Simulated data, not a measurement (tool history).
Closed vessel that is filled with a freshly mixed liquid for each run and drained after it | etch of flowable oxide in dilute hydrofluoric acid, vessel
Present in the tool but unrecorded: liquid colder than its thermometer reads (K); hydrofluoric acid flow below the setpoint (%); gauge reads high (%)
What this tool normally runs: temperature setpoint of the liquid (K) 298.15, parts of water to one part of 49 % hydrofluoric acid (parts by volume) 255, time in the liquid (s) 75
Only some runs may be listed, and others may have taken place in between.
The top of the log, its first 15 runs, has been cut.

run,day,temperature setpoint of the liquid (K),parts of water to one part of 49 % hydrofluoric acid (parts by volume),time in the liquid (s),wafers since the last listed run,hours since the thermometer was replaced,hours since the hydrofluoric acid flow meter was replaced,hours since the gauge calibration,"read-back film thickness of the flowable oxide reference wafer, read on the same gauge (nm)",thickness taken off the flowable oxide on a monitor wafer (angstrom)
16,8.571,301.65,255,50,1217,38,14.2,526.4,140.03,79.6
17,9.117,298.15,255,30,1678,51.1,27.3,539.5,140.01,42.1
18,10.062,295.65,150,100,2908,73.8,50,562.2,139.99,244.8
19,10.762,296.15,290,75,2152,90.6,66.8,579,140.02,83.1
20,11.379,298.15,345,75,1896,105.4,81.6,593.8,140,70.6
# day 11.438: gauge calibrated
21,12.117,298.15,255,75,2268,123.1,99.3,16.3,140.03,105.1
22,12.738,298.15,385,75,1909,138,114.2,31.2,140.01,61.4
23,13.042,295.65,335,75,935,145.3,121.5,38.5,140.04,67.5
24,13.538,301.15,165,35,1524,157.2,133.4,50.4,140.01,93.3
25,14.042,303.15,220,50,1550,169.3,145.5,62.5,140,100.2
26,15.038,298.15,375,75,3062,193.2,169.4,86.4,139.97,63.3
27,15.762,298.15,255,75,2229,210.6,186.8,103.8,140,105.2
28,16.171,298.15,360,75,1255,220.4,196.6,113.6,139.99,67
29,16.525,298.15,255,75,1089,228.9,205.1,122.1,140.01,104.7
30,16.85,300.15,170,75,999,236.7,212.9,129.9,140.01,185.5
31,17.162,293.65,350,40,961,244.2,220.4,137.4,140,31.9
32,17.617,298.15,195,75,1396,255.1,231.3,148.3,140,145.9
33,18.992,301.15,365,110,4228,288.1,264.3,181.3,140,106.5

5 ways to go on from here, each from the tool as it stands after run 33. What would each give?
A,19.021,298.15,350,75,89,288.8,265,182,?,?
B,19.021,298.15,355,75,89,288.8,265,182,?,?
C,19.021,293.65,220,75,89,288.8,265,182,?,?
D,19.021,300.65,255,105,89,288.8,265,182,?,?
E,19.021,293.65,335,105,89,288.8,265,182,?,?

run,"read-back film thickness of the flowable oxide reference wafer, read on the same gauge (nm)",thickness taken off the flowable oxide on a monitor wafer (angstrom)
A,139.99,69.4
B,139.99,68.1
C,139.99,106.3
D,139.99,159.7
E,139.99,88
What these runs would have given with no unlogged condition in the tool:
run,thickness taken off the flowable oxide on a monitor wafer (angstrom)
A,70.5
B,69.2
C,108.2
D,162.3
E,89.5

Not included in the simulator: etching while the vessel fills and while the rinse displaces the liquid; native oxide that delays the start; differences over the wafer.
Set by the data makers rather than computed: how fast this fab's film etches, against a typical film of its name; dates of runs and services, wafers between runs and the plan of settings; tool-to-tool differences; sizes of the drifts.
